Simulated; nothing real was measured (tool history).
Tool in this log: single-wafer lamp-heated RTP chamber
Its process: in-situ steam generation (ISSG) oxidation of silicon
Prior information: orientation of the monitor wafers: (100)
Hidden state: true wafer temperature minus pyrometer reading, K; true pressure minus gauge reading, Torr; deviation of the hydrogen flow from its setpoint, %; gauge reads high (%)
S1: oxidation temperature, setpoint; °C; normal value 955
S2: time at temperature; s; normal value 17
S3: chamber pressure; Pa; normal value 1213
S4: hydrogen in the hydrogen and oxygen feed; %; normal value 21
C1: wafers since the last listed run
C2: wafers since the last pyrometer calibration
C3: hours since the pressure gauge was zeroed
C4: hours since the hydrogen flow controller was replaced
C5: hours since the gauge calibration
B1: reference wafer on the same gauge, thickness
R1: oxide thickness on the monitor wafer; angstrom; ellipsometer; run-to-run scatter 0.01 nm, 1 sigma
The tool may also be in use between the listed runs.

run,hour,S1,S2,S3,S4,C1,C2,C3,C4,C5,B1,R1
1,0,955,15,1213,21,0,491,786.2,5289.4,1310.6,4.34,39.75
2,34.6,955,15,1213,21,262,753,820.8,5324,1345.2,4.341,39.99
3,102.2,955,15,1213,21,512,1266,888.4,5391.6,1412.8,4.341,40.17
4,167.7,955,17,1213,21,496,1763,953.9,5457.1,1478.3,4.345,42.37
# hour 202.3: gauge calibrated
5,231.1,955,17,1213,21,480,2244,1017.3,5520.5,28.8,4.342,42.54
6,273.8,964,17,1213,21,323,2567,1060,5563.2,71.5,4.339,43.99
7,341.5,964,17,1213,21,513,3081,1127.7,5630.9,139.2,4.339,44.45
# hour 399.1: pyrometer window cleaned and pyrometer calibrated
8,399.7,955,17,1213,21,380,4,1185.9,5689.1,197.4,4.341,41.81
9,580.3,955,17,1213,21,1369,1374,1366.5,5869.7,378,4.34,42.33
10,627.5,955,17,1213,21,357,1732,1413.7,5916.9,425.2,4.342,42.38
11,737.4,955,17,1213,21,833,2565,1523.6,6026.8,535.1,4.341,42.7
12,768.2,955,17,1213,21,233,2799,1554.4,6057.6,565.9,4.339,42.9
13,827.2,955,17,1213,21,447,3246,1613.4,6116.6,624.9,4.341,43.11
# hour 836.5: pyrometer window cleaned and pyrometer calibrated
14,878.1,955,17,1120,21,325,315,1664.3,6167.5,675.8,4.337,42.26
15,949,955,17,1213,21,537,853,1735.2,6238.4,746.7,4.339,42.2
16,1007.5,955,17,1213,13,443,1297,1793.7,6296.9,805.2,4.343,38.02
17,1065.9,955,17,1213,21,442,1740,1852.1,6355.3,863.6,4.335,42.52
# hour 1080.1: pressure gauge zeroed
18,1119.3,949,17,1213,21,344,2084,39.2,6408.7,917,4.343,41.95
19,1187.5,969,17,1213,21,517,2601,107.4,6476.9,985.2,4.342,44.75
# hour 1216.4: pyrometer window cleaned and pyrometer calibrated
20,1220.9,955,17,1213,21,192,34,140.8,6510.3,1018.6,4.341,41.6
21,1255.1,955,17,1080,12,259,293,175,6544.5,1052.8,4.342,37.42
# hour 1303.6: hydrogen flow controller replaced
22,1304.1,946,12,1080,28,310,604,224,0.5,1101.8,4.342,39.17
23,1339.8,955,22,1307,30,270,875,259.7,36.2,1137.5,4.339,50.11
24,1386.3,940,17,1360,29,352,1227,306.2,82.7,1184,4.339,42.82
25,1451.6,969,17,1213,25,495,1723,371.5,148,1249.3,4.338,46.16
# hour 1495.8: gauge calibrated
26,1508.4,955,17,1360,25,430,2153,428.3,204.8,12.6,4.338,43.35
27,1576.9,965,19,1107,17,519,2673,496.8,273.3,81.1,4.343,44.39
# hour 1592.4: pyrometer window cleaned and pyrometer calibrated
28,1623.9,941,17,1213,21,295,239,543.8,320.3,128.1,4.34,40.22
29,1822.2,955,17,1213,21,1503,1743,742.1,518.6,326.4,4.34,42.28
30,1886.3,937,20,1360,14,486,2229,806.2,582.7,390.5,4.344,38.94
31,1943,955,17,1307,30,429,2659,862.9,639.4,447.2,4.339,45.87

Each row is a separate what-if for the run after 31, all from the same tool condition, not one after another. Results?
A,1943.5,955,17,1213,12,3,2662,863.4,639.9,447.7,?,?
B,1943.5,942,17,1213,21,3,2662,863.4,639.9,447.7,?,?
C,1943.5,944,20,1360,14,3,2662,863.4,639.9,447.7,?,?
D,1943.5,955,17,1267,21,3,2662,863.4,639.9,447.7,?,?

run,B1,R1
A,4.339,37.73
B,4.339,40.99
C,4.339,39.8
D,4.339,42.35
Stripped of hidden state, with their random variation kept, the same runs would have yielded:
run,R1
A,36.76
B,39.99
C,38.78
D,41.23

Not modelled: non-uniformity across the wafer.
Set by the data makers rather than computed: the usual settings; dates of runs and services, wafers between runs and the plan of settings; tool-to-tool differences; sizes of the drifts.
